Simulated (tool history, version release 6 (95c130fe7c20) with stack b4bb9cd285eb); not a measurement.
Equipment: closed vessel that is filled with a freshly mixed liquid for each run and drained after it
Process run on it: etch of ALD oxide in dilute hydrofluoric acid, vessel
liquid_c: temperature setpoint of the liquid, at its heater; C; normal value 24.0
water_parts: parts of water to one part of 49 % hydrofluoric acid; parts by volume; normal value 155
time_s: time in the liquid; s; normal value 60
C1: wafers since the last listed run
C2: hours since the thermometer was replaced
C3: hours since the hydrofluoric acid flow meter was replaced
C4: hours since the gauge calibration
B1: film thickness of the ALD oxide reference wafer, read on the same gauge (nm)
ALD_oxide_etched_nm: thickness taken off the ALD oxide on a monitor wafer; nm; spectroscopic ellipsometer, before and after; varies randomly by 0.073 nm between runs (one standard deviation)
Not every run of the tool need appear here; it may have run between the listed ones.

{"run": 1, "hour": 0.0, "liquid_c": 24.0, "water_parts": 155, "time_s": 60, "C1": 0, "C2": 1786.4, "C3": 854.6, "C4": 38.4, "B1": 119.99, "ALD_oxide_etched_nm": 7.2}
{"run": 2, "hour": 26.7, "liquid_c": 22.0, "water_parts": 155, "time_s": 60, "C1": 3683, "C2": 1813.1, "C3": 881.3, "C4": 65.1, "B1": 120.02, "ALD_oxide_etched_nm": 6.59}
{"run": 3, "hour": 68.2, "liquid_c": 22.0, "water_parts": 155, "time_s": 60, "C1": 5725, "C2": 1854.6, "C3": 922.8, "C4": 106.6, "B1": 120.0, "ALD_oxide_etched_nm": 6.57}
{"run": 4, "hour": 95.7, "liquid_c": 22.0, "water_parts": 155, "time_s": 60, "C1": 3793, "C2": 1882.1, "C3": 950.3, "C4": 134.1, "B1": 120.02, "ALD_oxide_etched_nm": 6.7}
{"run": 5, "hour": 154.8, "liquid_c": 24.0, "water_parts": 155, "time_s": 60, "C1": 8153, "C2": 1941.2, "C3": 1009.4, "C4": 193.2, "B1": 120.0, "ALD_oxide_etched_nm": 7.07}
{"run": 6, "hour": 211.6, "liquid_c": 24.0, "water_parts": 155, "time_s": 60, "C1": 7835, "C2": 1998.0, "C3": 1066.2, "C4": 250.0, "B1": 120.01, "ALD_oxide_etched_nm": 7.12}
{"run": 7, "hour": 275.0, "liquid_c": 24.0, "water_parts": 155, "time_s": 60, "C1": 8746, "C2": 2061.4, "C3": 1129.6, "C4": 313.4, "B1": 119.98, "ALD_oxide_etched_nm": 7.06}
{"run": 8, "hour": 335.4, "liquid_c": 24.0, "water_parts": 105, "time_s": 60, "C1": 8332, "C2": 2121.8, "C3": 1190.0, "C4": 373.8, "B1": 119.99, "ALD_oxide_etched_nm": 11.23}
{"run": 9, "hour": 401.6, "liquid_c": 24.0, "water_parts": 105, "time_s": 60, "C1": 9132, "C2": 2188.0, "C3": 1256.2, "C4": 440.0, "B1": 119.97, "ALD_oxide_etched_nm": 11.02}
{"run": 10, "hour": 427.7, "liquid_c": 24.0, "water_parts": 105, "time_s": 60, "C1": 3600, "C2": 2214.1, "C3": 1282.3, "C4": 466.1, "B1": 120.02, "ALD_oxide_etched_nm": 11.0}
{"run": 11, "hour": 458.0, "liquid_c": 24.0, "water_parts": 190, "time_s": 60, "C1": 4180, "C2": 2244.4, "C3": 1312.6, "C4": 496.4, "B1": 119.99, "ALD_oxide_etched_nm": 5.49}
{"run": 12, "hour": 510.3, "liquid_c": 24.0, "water_parts": 190, "time_s": 60, "C1": 7214, "C2": 2296.7, "C3": 1364.9, "C4": 548.7, "B1": 120.0, "ALD_oxide_etched_nm": 5.51}
{"hour": 524.7, "done": "thermometer replaced"}
{"run": 13, "hour": 574.3, "liquid_c": 24.0, "water_parts": 155, "time_s": 60, "C1": 8691, "C2": 49.6, "C3": 1428.9, "C4": 612.7, "B1": 120.01, "ALD_oxide_etched_nm": 7.0}
{"run": 14, "hour": 633.4, "liquid_c": 24.0, "water_parts": 155, "time_s": 60, "C1": 8153, "C2": 108.7, "C3": 1488.0, "C4": 671.8, "B1": 120.02, "ALD_oxide_etched_nm": 6.9}
{"run": 15, "hour": 665.6, "liquid_c": 24.0, "water_parts": 155, "time_s": 60, "C1": 4442, "C2": 140.9, "C3": 1520.2, "C4": 704.0, "B1": 120.0, "ALD_oxide_etched_nm": 6.98}
{"run": 16, "hour": 699.8, "liquid_c": 24.0, "water_parts": 155, "time_s": 60, "C1": 4718, "C2": 175.1, "C3": 1554.4, "C4": 738.2, "B1": 119.99, "ALD_oxide_etched_nm": 7.04}
{"hour": 730.1, "done": "gauge calibrated"}
{"run": 17, "hour": 740.2, "liquid_c": 19.5, "water_parts": 90, "time_s": 45, "C1": 5573, "C2": 215.5, "C3": 1594.8, "C4": 10.1, "B1": 120.03, "ALD_oxide_etched_nm": 8.07}
{"run": 18, "hour": 776.5, "liquid_c": 20.5, "water_parts": 155, "time_s": 60, "C1": 5007, "C2": 251.8, "C3": 1631.1, "C4": 46.4, "B1": 120.02, "ALD_oxide_etched_nm": 6.18}
{"run": 19, "hour": 814.9, "liquid_c": 22.0, "water_parts": 115, "time_s": 60, "C1": 5297, "C2": 290.2, "C3": 1669.5, "C4": 84.8, "B1": 119.99, "ALD_oxide_etched_nm": 9.17}
{"hour": 851.9, "done": "hydrofluoric acid flow meter replaced"}
{"run": 20, "hour": 852.4, "liquid_c": 24.0, "water_parts": 185, "time_s": 35, "C1": 5035, "C2": 327.7, "C3": 0.5, "C4": 122.3, "B1": 119.97, "ALD_oxide_etched_nm": 3.59}
{"run": 21, "hour": 899.5, "liquid_c": 24.0, "water_parts": 195, "time_s": 60, "C1": 6497, "C2": 374.8, "C3": 47.6, "C4": 169.4, "B1": 119.98, "ALD_oxide_etched_nm": 5.8}
{"run": 22, "hour": 931.3, "liquid_c": 24.0, "water_parts": 155, "time_s": 60, "C1": 4386, "C2": 406.6, "C3": 79.4, "C4": 201.2, "B1": 120.01, "ALD_oxide_etched_nm": 7.63}
{"run": 23, "hour": 955.4, "liquid_c": 24.0, "water_parts": 235, "time_s": 60, "C1": 3324, "C2": 430.7, "C3": 103.5, "C4": 225.3, "B1": 119.98, "ALD_oxide_etched_nm": 4.65}
{"run": 24, "hour": 982.9, "liquid_c": 24.0, "water_parts": 155, "time_s": 90, "C1": 3793, "C2": 458.2, "C3": 131.0, "C4": 252.8, "B1": 119.99, "ALD_oxide_etched_nm": 11.44}
{"run": 25, "hour": 1197.6, "liquid_c": 24.0, "water_parts": 215, "time_s": 40, "C1": 29618, "C2": 672.9, "C3": 345.7, "C4": 467.5, "B1": 120.0, "ALD_oxide_etched_nm": 3.43}
{"run": 26, "hour": 1296.4, "liquid_c": 28.0, "water_parts": 155, "time_s": 60, "C1": 13629, "C2": 771.7, "C3": 444.5, "C4": 566.3, "B1": 119.95, "ALD_oxide_etched_nm": 8.56}

Consider 3 possible next runs. They are alternatives, not a sequence: every one starts from the tool as it was left by run 26. What does each give?
{"run": "A", "hour": 1297.1, "liquid_c": 24.0, "water_parts": 155, "time_s": 50, "C1": 96, "C2": 772.4, "C3": 445.2, "C4": 567.0, "B1": "?", "ALD_oxide_etched_nm": "?"}
{"run": "B", "hour": 1297.1, "liquid_c": 21.5, "water_parts": 155, "time_s": 60, "C1": 96, "C2": 772.4, "C3": 445.2, "C4": 567.0, "B1": "?", "ALD_oxide_etched_nm": "?"}
{"run": "C", "hour": 1297.1, "liquid_c": 21.0, "water_parts": 85, "time_s": 90, "C1": 96, "C2": 772.4, "C3": 445.2, "C4": 567.0, "B1": "?", "ALD_oxide_etched_nm": "?"}

run=A B1=120.05 ALD_oxide_etched_nm=6.27
run=B B1=120.05 ALD_oxide_etched_nm=6.83
run=C B1=120.05 ALD_oxide_etched_nm=19.84
With no hidden state in the tool, these same runs would have given:
run=A ALD_oxide_etched_nm=6.42
run=B ALD_oxide_etched_nm=6.99
run=C ALD_oxide_etched_nm=20.28
